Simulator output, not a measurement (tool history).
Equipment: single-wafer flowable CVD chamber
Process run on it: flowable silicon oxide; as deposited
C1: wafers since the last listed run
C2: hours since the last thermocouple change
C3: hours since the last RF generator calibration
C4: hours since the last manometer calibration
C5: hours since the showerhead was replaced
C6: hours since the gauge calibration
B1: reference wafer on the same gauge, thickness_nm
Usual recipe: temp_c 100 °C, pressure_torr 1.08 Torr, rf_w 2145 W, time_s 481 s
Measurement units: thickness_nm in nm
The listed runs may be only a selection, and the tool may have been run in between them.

Run 1, hour 0.0: usual settings but pressure_torr 1.00 Torr; C1 0; C2 1218.6; C3 2035.6; C4 1124.2; C5 2592.3; C6 236.8; B1 398.298. Result: thickness_nm 404.154 nm.
Run 2, hour 31.8: usual settings; C1 88; C2 1250.4; C3 2067.4; C4 1156.0; C5 2624.1; C6 268.6; B1 399.104. Result: thickness_nm 417.584 nm.
Run 3, hour 59.5: usual settings; C1 77; C2 1278.1; C3 2095.1; C4 1183.7; C5 2651.8; C6 296.3; B1 399.364. Result: thickness_nm 419.413 nm.
Run 4, hour 126.7: usual settings; C1 187; C2 1345.3; C3 2162.3; C4 1250.9; C5 2719.0; C6 363.5; B1 398.411. Result: thickness_nm 418.417 nm.
Run 5, hour 179.7: usual settings; C1 147; C2 1398.3; C3 2215.3; C4 1303.9; C5 2772.0; C6 416.5; B1 399.440. Result: thickness_nm 413.881 nm.
Run 6, hour 204.6: usual settings; C1 69; C2 1423.2; C3 2240.2; C4 1328.8; C5 2796.9; C6 441.4; B1 398.785. Result: thickness_nm 416.193 nm.
Run 7, hour 251.4: usual settings; C1 130; C2 1470.0; C3 2287.0; C4 1375.6; C5 2843.7; C6 488.2; B1 399.650. Result: thickness_nm 416.983 nm.
At hour 283.4: thermocouple changed; heater temperature recalibrated.
Run 8, hour 285.6: usual settings; C1 73; C2 2.2; C3 2321.2; C4 1409.8; C5 2877.9; C6 522.4; B1 398.983. Result: thickness_nm 417.677 nm.
Run 9, hour 316.6: usual settings but rf_w 1850 W; C1 86; C2 33.2; C3 2352.2; C4 1440.8; C5 2908.9; C6 553.4; B1 398.902. Result: thickness_nm 405.275 nm.
Run 10, hour 367.8: usual settings but temp_c 94 °C; C1 142; C2 84.4; C3 2403.4; C4 1492.0; C5 2960.1; C6 604.6; B1 399.021. Result: thickness_nm 499.165 nm.
Run 11, hour 404.2: usual settings but pressure_torr 0.89 Torr, rf_w 2390 W; C1 101; C2 120.8; C3 2439.8; C4 1528.4; C5 2996.5; C6 641.0; B1 399.141. Result: thickness_nm 379.889 nm.
Run 12, hour 445.3: usual settings but rf_w 1845 W, time_s 508 s; C1 114; C2 161.9; C3 2480.9; C4 1569.5; C5 3037.6; C6 682.1; B1 399.167. Result: thickness_nm 432.692 nm.
At hour 461.2: gauge calibrated.
Run 13, hour 471.4: usual settings but temp_c 106 °C; C1 72; C2 188.0; C3 2507.0; C4 1595.6; C5 3063.7; C6 10.2; B1 399.210. Result: thickness_nm 348.902 nm.
Run 14, hour 507.8: usual settings but temp_c 105 °C, time_s 576 s; C1 101; C2 224.4; C3 2543.4; C4 1632.0; C5 3100.1; C6 46.6; B1 398.554. Result: thickness_nm 433.567 nm.
At hour 546.6: capacitance manometer re-zeroed and calibrated.
At hour 553.3: RF generator calibrated.
At hour 554.8: showerhead replaced.
Run 15, hour 567.4: usual settings; C1 120; C2 284.0; C3 14.1; C4 20.8; C5 12.6; C6 106.2; B1 398.553. Result: thickness_nm 413.881 nm.
Run 16, hour 593.2: usual settings but temp_c 110 °C, pressure_torr 1.01 Torr, rf_w 1875 W; C1 72; C2 309.8; C3 39.9; C4 46.6; C5 38.4; C6 132.0; B1 399.105. Result: thickness_nm 293.449 nm.
Run 17, hour 654.9: usual settings; C1 172; C2 371.5; C3 101.6; C4 108.3; C5 100.1; C6 193.7; B1 398.852. Result: thickness_nm 419.566 nm.
Run 18, hour 705.3: usual settings; C1 140; C2 421.9; C3 152.0; C4 158.7; C5 150.5; C6 244.1; B1 398.873. Result: thickness_nm 421.338 nm.

How the hidden state differs across the entries between the runs, from the last listed run before each to the first after it:
In the gap between runs 7 and 8: thermocouple changed; heater temperature recalibrated (hour 283.4)
  nothing in the hidden state changes from one run to the other
In the gap between runs 12 and 13: gauge calibrated (hour 461.2)
  nothing in the hidden state changes from one run to the other
In the gap between runs 14 and 15: capacitance manometer re-zeroed and calibrated (hour 546.6); RF generator calibrated (hour 553.3); showerhead replaced (hour 554.8)
  nothing in the hidden state changes from one run to the other
